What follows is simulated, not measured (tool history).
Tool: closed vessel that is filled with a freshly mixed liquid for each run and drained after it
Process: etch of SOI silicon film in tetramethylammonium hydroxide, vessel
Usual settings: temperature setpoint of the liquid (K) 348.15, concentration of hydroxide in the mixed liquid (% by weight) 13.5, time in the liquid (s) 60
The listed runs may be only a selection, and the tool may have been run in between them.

run	day	temperature setpoint of the liquid (K)	concentration of hydroxide in the mixed liquid (% by weight)	time in the liquid (s)	read-back film thickness of the SOI silicon film reference wafer, read on the same gauge (nm)	thickness taken off the SOI silicon film on a monitor wafer (nm)
1	0.000	350.15	15.0	60	76.31	591.58
2	1.346	350.15	15.0	60	76.28	582.64
3	2.762	348.15	13.5	40	76.24	365.77
4	3.892	348.15	13.5	40	76.26	371.31
5	4.421	352.15	13.5	60	76.24	694.41
6	5.258	352.15	13.5	60	76.24	701.37
7	6.296	348.15	13.5	60	76.21	555.66
8	7.250	348.15	13.5	60	76.22	552.84
9	8.379	348.15	13.5	60	76.21	557.50
10	9.375	348.15	13.5	60	76.18	555.03
11	12.017	348.15	13.5	60	76.16	555.42
12	13.004	348.15	13.5	60	76.15	557.93
# day 13.617: gauge calibrated
13	14.100	348.15	13.5	60	79.93	584.96
# day 14.271: thermometer replaced
14	14.804	348.15	13.5	60	79.75	577.45
15	15.812	348.15	13.5	60	79.53	579.03
16	17.117	352.15	13.5	75	79.25	914.51
17	18.342	348.15	13.5	60	79.04	572.74
18	19.667	348.15	13.5	70	78.81	667.50
19	20.958	348.15	13.5	45	78.64	431.40
20	22.438	341.65	13.5	75	78.40	486.19
21	23.454	348.15	13.5	30	78.29	287.74
22	23.992	348.15	13.5	50	78.21	478.56
23	26.912	351.15	17.0	60	77.90	607.09
# day 27.483: hydroxide flow meter replaced
24	28.167	348.15	13.5	60	77.80	571.33
25	29.067	348.15	13.5	60	77.70	560.47
26	30.183	341.65	11.5	60	77.63	415.04
27	30.871	351.65	10.5	60	77.57	767.74
28	31.558	344.15	16.0	35	77.51	241.53
29	32.396	350.15	15.0	60	77.43	603.10
30	33.117	348.15	13.5	60	77.39	565.00
31	34.421	353.15	17.0	85	77.33	954.00
32	34.958	344.15	10.5	60	77.32	496.91
33	35.917	348.15	13.5	60	77.26	570.16
34	36.992	343.15	17.0	75	77.19	479.72

Each run again, without the hidden state but with its own random variation kept:
What the log doesn't record here: liquid hotter than its thermometer reads (K); hydroxide flow above the setpoint (%); gauge reads high (%).
run	thickness taken off the SOI silicon film on a monitor wafer (nm)
1	620.14
2	610.98
3	383.69
4	389.59
5	728.66
6	736.08
7	583.26
8	580.39
9	585.39
10	582.88
11	583.49
12	586.18
13	585.61
14	579.26
15	582.45
16	922.92
17	579.66
18	677.47
19	438.95
20	496.01
21	294.04
22	489.45
23	623.43
24	587.59
25	577.01
26	427.79
27	791.87
28	249.29
29	622.92
30	583.93
31	986.99
32	514.30
33	590.51
34	497.20
